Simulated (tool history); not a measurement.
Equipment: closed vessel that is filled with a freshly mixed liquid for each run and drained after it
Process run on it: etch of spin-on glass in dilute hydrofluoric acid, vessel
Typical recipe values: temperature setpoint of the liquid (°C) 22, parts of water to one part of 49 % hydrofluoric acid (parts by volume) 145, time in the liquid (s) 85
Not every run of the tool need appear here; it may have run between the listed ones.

run     day  temperature setpoint of the liquid (°C)  parts of water to one part of 49 % hydrofluoric acid (parts by volume)  time in the liquid (s)  wafers since the last listed run  hours since the thermometer was replaced  hours since the hydrofluoric acid flow meter was replaced  hours since the gauge calibration  read-back film thickness of the spin-on glass reference wafer, read on the same gauge (nm)  thickness taken off the spin-on glass on a monitor wafer (Å)
  1       0                                       23                                                                     145                      85                                 0                                      25.6                                                      413.6                              384.7                                                                                       60.01                                                         306.1
  2   2.633                                       23                                                                     145                      85                              8928                                      88.8                                                      476.8                              447.9                                                                                       60.02                                                         307.2
  3   4.683                                       23                                                                     145                      85                              6950                                       138                                                        526                              497.1                                                                                          60                                                           307
  4   6.029                                       22                                                                      90                      95                              4563                                     170.3                                                      558.3                              529.4                                                                                          60                                                         563.4
  5   7.592                                       22                                                                      90                      95                              5297                                     207.8                                                      595.8                              566.9                                                                                          60                                                         563.8
  6   9.921                                       22                                                                     145                      95                              7897                                     263.7                                                      651.7                              622.8                                                                                       60.01                                                         328.6
  7  11.233                                       22                                                                     145                      95                              4450                                     295.2                                                      683.2                              654.3                                                                                       59.99                                                         331.3
  8  14.525                                       22                                                                     145                      85                             11161                                     374.2                                                      762.2                              733.3                                                                                          60                                                         295.7
  9  16.725                                       22                                                                     145                      85                              7459                                       427                                                        815                              786.1                                                                                          60                                                         298.8
 10  18.612                                       22                                                                     145                      85                              6399                                     472.3                                                      860.3                              831.4                                                                                          60                                                         297.6
 11  20.688                                       22                                                                     145                      85                              7035                                     522.1                                                      910.1                              881.2                                                                                       60.02                                                         297.7
 12  23.033                                       22                                                                     145                      85                              7954                                     578.4                                                      966.4                              937.5                                                                                       59.99                                                         300.2
 13  24.479                                       22                                                                     145                      85                              4902                                     613.1                                                     1001.1                              972.2                                                                                       60.01                                                         303.2
 14  25.908                                       22                                                                     145                      85                              4845                                     647.4                                                     1035.4                             1006.5                                                                                       60.01                                                         296.2
 15  28.358                                       22                                                                     145                     120                              8307                                     706.2                                                     1094.2                             1065.3                                                                                       59.97                                                           427
 16  31.217                                       22                                                                     145                     120                              9691                                     774.8                                                     1162.8                             1133.9                                                                                       59.99                                                         425.8
 17  33.708                                       22                                                                     145                     120                              8448                                     834.6                                                     1222.6                             1193.7                                                                                       60.03                                                         421.9
 18  35.433                                     24.5                                                                     110                      40                              5848                                       876                                                       1264                             1235.1                                                                                       60.02                                                         216.1
     35.754  -- thermometer replaced
     36.908  -- gauge calibrated
 19  37.838                                       25                                                                     145                      85                              8010                                        50                                                     1321.7                               22.3                                                                                       59.98                                                         338.1
 20  40.304                                       26                                                                     145                      85                              8363                                     109.2                                                     1380.9                               81.5                                                                                          60                                                           353
 21    42.9                                       25                                                                     180                      85                              8801                                     171.5                                                     1443.2                              143.8                                                                                       60.01                                                         265.6
     44.112  -- hydrofluoric acid flow meter replaced
 22  45.004                                       19                                                                     210                      70                              6993                                       222                                                       21.4                              194.3                                                                                          60                                                         136.6
 23  47.721                                       24                                                                     120                     100                              9211                                     287.2                                                       86.6                              259.5                                                                                       59.99                                                           459
 24  49.754                                       20                                                                     145                     110                              6894                                       336                                                      135.4                              308.3                                                                                       60.01                                                         345.8
 25  52.254                                     20.5                                                                      85                     110                              8476                                       396                                                      195.4                              368.3                                                                                       60.01                                                         641.3
 26   53.35                                       27                                                                     145                      55                              3715                                     422.3                                                      221.7                              394.6                                                                                          60                                                         227.7
 27  55.592                                       22                                                                     145                      85                              7600                                     476.1                                                      275.5                              448.4                                                                                          60                                                         290.5
 28  58.333                                       25                                                                     205                      50                              9296                                     541.9                                                      341.3                              514.2                                                                                       59.99                                                         127.9
 29  60.029                                       22                                                                     110                     130                              5750                                     582.6                                                        382                              554.9                                                                                       60.01                                                         608.7
 30  62.375                                     25.5                                                                     145                     125                              7954                                     638.9                                                      438.3                              611.2                                                                                          60                                                           492
 31  64.738                                       20                                                                     145                     110                              8010                                     695.6                                                        495                              667.9                                                                                          60                                                         350.4
 32  67.188                                       22                                                                     145                      85                              8307                                     754.4                                                      553.8                              726.7                                                                                       60.04                                                         293.2
 33  69.979                                       22                                                                     145                      85                              9465                                     821.4                                                      620.8                              793.7                                                                                       60.02                                                         295.8
 34  71.242                                       27                                                                     205                     125                              4280                                     851.7                                                      651.1                                824                                                                                       60.03                                                         349.1
     74.067  -- thermometer replaced
 35  75.321                                       22                                                                     200                      85                             13689                                      30.1                                                        749                              921.9                                                                                       60.01                                                         201.8

Selected run-to-run steps in thickness taken off the spin-on glass on a monitor wafer (Å), each split into two signed amounts: the part the tool would show with no hidden state at all (from settings, incoming material and random variation), and the remainder, which goes to the hidden state together with any gauge scatter not common to the measured and the hidden-state-free results:
Unlogged tool condition in this case: liquid colder than its thermometer reads (K); hydrofluoric acid flow above the setpoint (%); gauge reads high (%).
Run 17 -> 18: temperature setpoint of the liquid (°C) 22 -> 24.5, parts of water to one part of 49 % hydrofluoric acid (parts by volume) 145 -> 110, time in the liquid (s) 120 -> 40. thickness taken off the spin-on glass on a monitor wafer (Å) -205.8: hidden state -9.6, all else -196.2.
Run 18 -> 19: temperature setpoint of the liquid (°C) 24.5 -> 25, parts of water to one part of 49 % hydrofluoric acid (parts by volume) 110 -> 145, time in the liquid (s) 40 -> 85, thermometer replaced, gauge calibrated. thickness taken off the spin-on glass on a monitor wafer (Å) +122: hidden state +6.9, all else +115.1.
Run 21 -> 22: temperature setpoint of the liquid (°C) 25 -> 19, parts of water to one part of 49 % hydrofluoric acid (parts by volume) 180 -> 210, time in the liquid (s) 85 -> 70, hydrofluoric acid flow meter replaced. thickness taken off the spin-on glass on a monitor wafer (Å) -129: hidden state -14.4, all else -114.6.
Run 22 -> 23: temperature setpoint of the liquid (°C) 19 -> 24, parts of water to one part of 49 % hydrofluoric acid (parts by volume) 210 -> 120, time in the liquid (s) 70 -> 100. thickness taken off the spin-on glass on a monitor wafer (Å) +322.4: hidden state +1.7, all else +320.7.
Run 25 -> 26: temperature setpoint of the liquid (°C) 20.5 -> 27, parts of water to one part of 49 % hydrofluoric acid (parts by volume) 85 -> 145, time in the liquid (s) 110 -> 55. thickness taken off the spin-on glass on a monitor wafer (Å) -413.6: hidden state -3, all else -410.6.
Run 28 -> 29: temperature setpoint of the liquid (°C) 25 -> 22, parts of water to one part of 49 % hydrofluoric acid (parts by volume) 205 -> 110, time in the liquid (s) 50 -> 130. thickness taken off the spin-on glass on a monitor wafer (Å) +480.8: hidden state +6.9, all else +473.9.
